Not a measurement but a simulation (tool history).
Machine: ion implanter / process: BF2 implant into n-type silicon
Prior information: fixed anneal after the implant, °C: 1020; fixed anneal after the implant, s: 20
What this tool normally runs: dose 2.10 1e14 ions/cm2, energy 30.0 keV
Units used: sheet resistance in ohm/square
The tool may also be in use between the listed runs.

run   hour  dose  energy  wafers since the last listed run  hours since the last dose calibration  hours since the extraction supply was calibrated  hours since the gauge calibration  read-back reference wafer on the same gauge, sheet resistance  sheet resistance
  1    0.0  2.34    33.0                                 0                                  254.3                                            4311.3                               80.6                                                         515.05            434.50
  2   39.8  2.34    33.0                               602                                  294.1                                            4351.1                              120.4                                                         514.69            434.10
  3   66.2  2.50    30.0                               399                                  320.5                                            4377.5                              146.8                                                         514.55            414.67
  4  125.0  2.10    34.5                               890                                  379.3                                            4436.3                              205.6                                                         514.05            471.08
  5  173.3  2.10    34.5                               731                                  427.6                                            4484.6                              253.9                                                         512.69            468.80
  6  208.1  2.10    34.5                               527                                  462.4                                            4519.4                              288.7                                                         512.18            469.40
  7  274.2  2.10    30.0                              1001                                  528.5                                            4585.5                              354.8                                                         510.37            473.68
  8  313.6  2.10    30.0                               596                                  567.9                                            4624.9                              394.2                                                         509.85            473.50
  9  347.7  2.10    30.0                               516                                  602.0                                            4659.0                              428.3                                                         508.27            474.35
     388.0  -- gauge calibrated
 10  416.4  2.51    27.5                              1040                                  670.7                                            4727.7                               28.4                                                         514.48            415.97
     456.8  -- extraction supply calibrated
 11  477.1  2.10    20.5                               798                                  731.4                                              20.3                               89.1                                                         514.12            496.29
 12  537.7  2.64    23.0                               917                                  792.0                                              80.9                              149.7                                                         513.15            403.72
     598.6  -- Faraday cup replaced and dose calibrated
 13  599.1  2.10    30.0                               808                                    0.5                                             142.3                              211.1                                                         512.64            478.50
 14  754.3  1.56    20.0                              2350                                  155.7                                             297.5                              366.3                                                         509.04            638.32
 15  807.5  2.35    37.5                               805                                  208.9                                             350.7                              419.5                                                         507.78            420.90
 16  870.5  2.69    34.0                               954                                  271.9                                             413.7                              482.5                                                         505.52            378.36

What if the next run were any one of these 5? Each begins from the tool's condition after run 16:
  A  870.9  2.10    30.0                                 6                                  272.3                                             414.1                              482.9                                                              ?                 ?
  B  870.9  2.10    37.0                                 6                                  272.3                                             414.1                              482.9                                                              ?                 ?
  C  870.9  1.53    30.0                                 6                                  272.3                                             414.1                              482.9                                                              ?                 ?
  D  870.9  2.10    40.0                                 6                                  272.3                                             414.1                              482.9                                                              ?                 ?
  E  870.9  2.69    26.5                                 6                                  272.3                                             414.1                              482.9                                                              ?                 ?

run  read-back reference wafer on the same gauge, sheet resistance  sheet resistance
  A                                                         505.63            470.93
  B                                                         505.63            460.62
  C                                                         505.63            611.48
  D                                                         505.63            456.61
  E                                                         505.63            387.02
Without the tool's unlogged condition, the same runs would have read:
run  sheet resistance
  A            477.73
  B            467.26
  C            620.30
  D            463.19
  E            392.60

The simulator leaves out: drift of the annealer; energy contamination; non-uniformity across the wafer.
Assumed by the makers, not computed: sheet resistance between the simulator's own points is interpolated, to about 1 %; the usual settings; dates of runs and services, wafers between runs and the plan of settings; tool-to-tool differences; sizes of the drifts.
